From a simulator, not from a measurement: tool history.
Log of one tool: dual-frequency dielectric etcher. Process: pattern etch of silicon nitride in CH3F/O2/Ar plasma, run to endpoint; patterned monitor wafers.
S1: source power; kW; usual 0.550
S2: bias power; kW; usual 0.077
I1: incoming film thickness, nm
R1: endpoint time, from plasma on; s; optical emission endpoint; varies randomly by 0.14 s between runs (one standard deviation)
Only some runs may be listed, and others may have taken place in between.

{"run": 1, "hour": 0.0, "S1": 0.55, "S2": 0.077, "I1": 28.85, "R1": 38.1}
{"run": 2, "hour": 10.6, "S1": 0.55, "S2": 0.077, "I1": 29.01, "R1": 38.4}
{"run": 3, "hour": 18.0, "S1": 0.55, "S2": 0.077, "I1": 28.77, "R1": 37.9}
{"run": 4, "hour": 26.8, "S1": 0.63, "S2": 0.077, "I1": 28.88, "R1": 36.0}
{"run": 5, "hour": 43.7, "S1": 0.63, "S2": 0.077, "I1": 28.81, "R1": 35.8}
{"run": 6, "hour": 57.6, "S1": 0.63, "S2": 0.077, "I1": 28.99, "R1": 36.2}
{"run": 7, "hour": 72.8, "S1": 0.55, "S2": 0.083, "I1": 29.19, "R1": 37.5}
{"hour": 89.6, "done": "source power generator calibrated"}
{"run": 8, "hour": 90.1, "S1": 0.44, "S2": 0.077, "I1": 28.71, "R1": 41.0}
{"run": 9, "hour": 96.4, "S1": 0.44, "S2": 0.077, "I1": 28.99, "R1": 41.5}
{"hour": 102.4, "done": "bias power generator calibrated"}
{"run": 10, "hour": 111.3, "S1": 0.55, "S2": 0.072, "I1": 28.85, "R1": 38.9}
{"hour": 143.6, "done": "wet clean of the chamber"}
{"run": 11, "hour": 144.1, "S1": 0.55, "S2": 0.077, "I1": 28.97, "R1": 40.2}
{"run": 12, "hour": 144.5, "S1": 0.55, "S2": 0.077, "I1": 28.57, "R1": 39.6}
{"run": 13, "hour": 144.8, "S1": 0.64, "S2": 0.094, "I1": 28.97, "R1": 35.4}
{"hour": 168.2, "done": "upper electrode replaced"}
{"run": 14, "hour": 168.7, "S1": 0.55, "S2": 0.07, "I1": 29.08, "R1": 41.3}
{"run": 15, "hour": 169.1, "S1": 0.47, "S2": 0.082, "I1": 29.05, "R1": 41.6}
{"run": 16, "hour": 175.6, "S1": 0.47, "S2": 0.087, "I1": 29.03, "R1": 40.7}
{"run": 17, "hour": 184.2, "S1": 0.55, "S2": 0.077, "I1": 29.07, "R1": 40.0}
{"run": 18, "hour": 200.6, "S1": 0.47, "S2": 0.063, "I1": 29.1, "R1": 45.2}
{"run": 19, "hour": 208.2, "S1": 0.44, "S2": 0.064, "I1": 28.96, "R1": 45.7}
{"run": 20, "hour": 218.4, "S1": 0.48, "S2": 0.061, "I1": 29.06, "R1": 45.5}
{"run": 21, "hour": 226.5, "S1": 0.48, "S2": 0.083, "I1": 29.13, "R1": 41.0}

The logged runs with the hidden state left out (each run's random variation unchanged):
Hidden state at play: etch rate over this chamber's usual, %; source power that arrives over what is set, %; bias power that arrives over what is set, %.
run=1 R1=40.2
run=2 R1=40.6
run=3 R1=40.1
run=4 R1=38.1
run=5 R1=37.9
run=6 R1=38.5
run=7 R1=39.8
run=8 R1=43.6
run=9 R1=44.2
run=10 R1=41.5
run=11 R1=40.5
run=12 R1=39.9
run=13 R1=35.7
run=14 R1=41.7
run=15 R1=42.0
run=16 R1=41.1
run=17 R1=40.5
run=18 R1=45.8
run=19 R1=46.3
run=20 R1=46.1
run=21 R1=41.6
